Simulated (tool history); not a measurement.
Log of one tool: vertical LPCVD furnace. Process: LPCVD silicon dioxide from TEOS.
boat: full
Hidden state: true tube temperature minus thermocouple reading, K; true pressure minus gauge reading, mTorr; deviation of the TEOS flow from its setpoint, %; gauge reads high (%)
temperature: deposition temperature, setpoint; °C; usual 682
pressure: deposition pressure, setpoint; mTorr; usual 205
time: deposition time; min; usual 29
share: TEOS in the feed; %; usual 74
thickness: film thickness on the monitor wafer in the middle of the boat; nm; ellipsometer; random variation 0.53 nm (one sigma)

run,hour,temperature,pressure,time,share,wafers since the last listed run,hours since the last temperature calibration,hours since the pressure gauge was zeroed,hours since the TEOS flow controller was replaced,hours since the gauge calibration,"read-back reference wafer on the same gauge, thickness",thickness
1,0,682,205,29,74,0,4071.9,1366.9,1926,833.5,132.39,121.98
2,80.5,682,205,34,83,1332,4152.4,1447.4,2006.5,914,132.24,152.83
# hour 104.4: gauge calibrated
3,151.8,682,205,34,83,1180,4223.7,1518.7,2077.8,47.4,135.12,155.61
4,249,682,205,34,83,1609,4320.9,1615.9,2175,144.6,134.89,154.74
5,332,675,235,29,74,1374,4403.9,1698.9,2258,227.6,134.72,111.86
6,422.3,686,205,29,66,1495,4494.2,1789.2,2348.3,317.9,134.27,129.14
7,489.4,682,205,29,74,1111,4561.3,1856.3,2415.4,385,134.07,124.27
8,557.1,682,205,29,74,1121,4629,1924,2483.1,452.7,133.96,124.53
9,645.9,682,225,29,66,1470,4717.8,2012.8,2571.9,541.5,133.54,121.37
10,750.4,682,205,29,74,1730,4822.3,2117.3,2676.4,646,133.29,123.31
11,834,682,205,29,74,1384,4905.9,2200.9,2760,729.6,132.83,122.49
12,927.9,682,205,29,74,1554,4999.8,2294.8,2853.9,823.5,132.64,122.86
13,989.1,692,205,29,85,1013,5061,2356,2915.1,884.7,132.3,166.71
# hour 1014.6: TEOS flow controller replaced
14,1079.5,682,205,34,83,1099,5151.4,2446.4,64.9,975.1,132.1,151.82
15,1128.9,675,250,33,69,817,5200.8,2495.8,114.3,1024.5,131.8,123.87
16,1177.7,682,240,29,74,808,5249.6,2544.6,163.1,1073.3,131.8,131.64
# hour 1226.2: gauge calibrated
17,1281.8,688,205,29,68,1723,5353.7,2648.7,267.2,55.6,134.7,136.66
# hour 1346.8: pressure gauge zeroed
18,1347.3,682,205,29,74,687,5419.2,0.5,332.7,121.1,134.21,124.28
# hour 1409: thermocouples replaced and temperature profile calibrated
19,1431.8,691,205,34.5,61,1001,22.8,85,417.2,205.6,134.06,165.11
20,1516.6,682,245,32.5,67,1404,107.6,169.8,502,290.4,133.77,144.66
21,1585.2,673,205,29,78,1135,176.2,238.4,570.6,359,133.52,101.96
22,1687.2,682,205,25,86,1688,278.2,340.4,672.6,461,133.26,114.07
23,1782.8,692,205,29,74,1582,373.8,436,768.2,556.6,132.88,155.59
24,1831.9,694,230,29,88,813,422.9,485.1,817.3,605.7,132.61,187.82
25,1920.9,682,205,21,74,1473,511.9,574.1,906.3,694.7,132.18,87.71

Forecast each of these 4 alternatives for the next run:
A,1926.1,682,205,29,74,86,517.1,579.3,911.5,699.9,?,?
B,1926.1,682,240,32,82,86,517.1,579.3,911.5,699.9,?,?
C,1926.1,686,205,29,78,86,517.1,579.3,911.5,699.9,?,?
D,1926.1,691,205,29,67,86,517.1,579.3,911.5,699.9,?,?

run,"read-back reference wafer on the same gauge, thickness",thickness
A,132.35,122.59
B,132.35,154.07
C,132.35,138.56
D,132.35,144.67
Without the tool's hidden state the same runs would have given:
run,thickness
A,125.03
B,157.15
C,141.33
D,147.56
